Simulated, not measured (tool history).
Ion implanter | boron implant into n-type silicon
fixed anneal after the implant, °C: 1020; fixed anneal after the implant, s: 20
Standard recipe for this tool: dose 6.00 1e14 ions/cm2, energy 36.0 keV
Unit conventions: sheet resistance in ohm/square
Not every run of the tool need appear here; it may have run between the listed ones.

run,hour,dose,energy,wafers since the last listed run,hours since the last dose calibration,hours since the extraction supply was calibrated,hours since the gauge calibration,"read-back reference wafer on the same gauge, sheet resistance",sheet resistance
1,0.0,6.00,36.0,0,233.2,5408.1,82.5,208.97,176.33
2,17.9,4.98,36.0,390,251.1,5426.0,100.4,209.11,205.35
3,28.8,4.98,36.0,238,262.0,5436.9,111.3,209.11,205.37
4,45.7,6.00,43.0,369,278.9,5453.8,128.2,208.87,172.71
5,87.0,6.00,43.0,902,320.2,5495.1,169.5,208.75,172.19
6,95.0,6.00,36.0,174,328.2,5503.1,177.5,209.11,175.26
7,110.1,6.00,36.0,329,343.3,5518.2,192.6,208.86,175.29
8,126.9,6.00,36.0,366,360.1,5535.0,209.4,209.22,173.57
9,161.5,5.11,36.0,755,394.7,5569.6,244.0,209.11,198.20
10,171.7,6.00,36.0,222,404.9,5579.8,254.2,208.99,174.74
11,185.0,6.00,36.0,290,418.2,5593.1,267.5,209.22,172.81
12,201.3,6.00,36.0,356,434.5,5609.4,283.8,208.99,173.54
13,208.7,4.66,39.5,161,441.9,5616.8,291.2,208.85,208.46
14,225.9,4.66,39.5,375,459.1,5634.0,308.4,208.92,209.51
# hour 234.5: extraction supply calibrated
15,236.7,6.00,36.0,61,469.9,2.2,319.2,208.99,171.00
16,249.5,6.00,36.0,279,482.7,15.0,332.0,208.85,171.98
17,266.8,6.00,36.0,377,500.0,32.3,349.3,208.99,172.02
# hour 289.0: Faraday cup replaced and dose calibrated
18,289.5,6.00,36.0,321,0.5,55.0,372.0,208.97,178.95
19,297.0,6.59,48.0,163,8.0,62.5,379.5,209.03,161.90
20,310.1,6.54,48.5,286,21.1,75.6,392.6,208.89,162.94
21,318.7,6.64,24.0,187,29.7,84.2,401.2,208.89,172.23
22,331.4,6.00,36.0,277,42.4,96.9,413.9,208.97,179.26
23,339.1,6.71,42.0,168,50.1,104.6,421.6,208.87,160.14
24,345.2,5.30,28.5,133,56.2,110.7,427.7,208.90,204.23
25,354.4,6.00,27.0,200,65.4,119.9,436.9,209.03,185.49
# hour 362.2: gauge calibrated
26,363.9,6.00,36.0,207,74.9,129.4,1.7,208.76,179.71
27,381.3,4.41,47.0,380,92.3,146.8,19.1,209.00,224.73
28,394.1,6.00,28.0,279,105.1,159.6,31.9,208.91,184.11
29,405.4,6.00,25.0,246,116.4,170.9,43.2,209.06,185.73
30,414.7,4.49,31.0,203,125.7,180.2,52.5,208.75,229.04
31,422.8,4.63,36.0,176,133.8,188.3,60.6,208.97,221.09
32,433.9,4.96,24.0,242,144.9,199.4,71.7,209.08,219.92
33,448.1,4.44,29.5,310,159.1,213.6,85.9,209.07,233.82
34,458.7,4.78,36.0,231,169.7,224.2,96.5,208.91,215.61

For each run, the measured value with the value that run would have given without the tool's hidden condition subtracted. The run-to-run variation is shared by both, the gauge scatter possibly not:
What the log doesn't record here: deviation of the true dose from the Faraday cup's reading, %; deviation of the true energy from its setpoint, %; gauge reads high (%).
run,sheet resistance
1,-2.44
2,-3.13
3,-3.31
4,-2.98
5,-3.64
6,-3.90
7,-4.18
8,-4.46
9,-5.93
10,-5.43
11,-5.67
12,-6.08
13,-7.52
14,-8.08
15,-6.86
16,-7.23
17,-7.68
18,+0.59
19,+0.51
20,+0.51
21,+0.57
22,+0.54
23,+0.46
24,+0.57
25,+0.49
26,+0.43
27,+0.43
28,+0.29
29,+0.21
30,+0.17
31,+0.09
32,-0.01
33,-0.17
34,-0.28
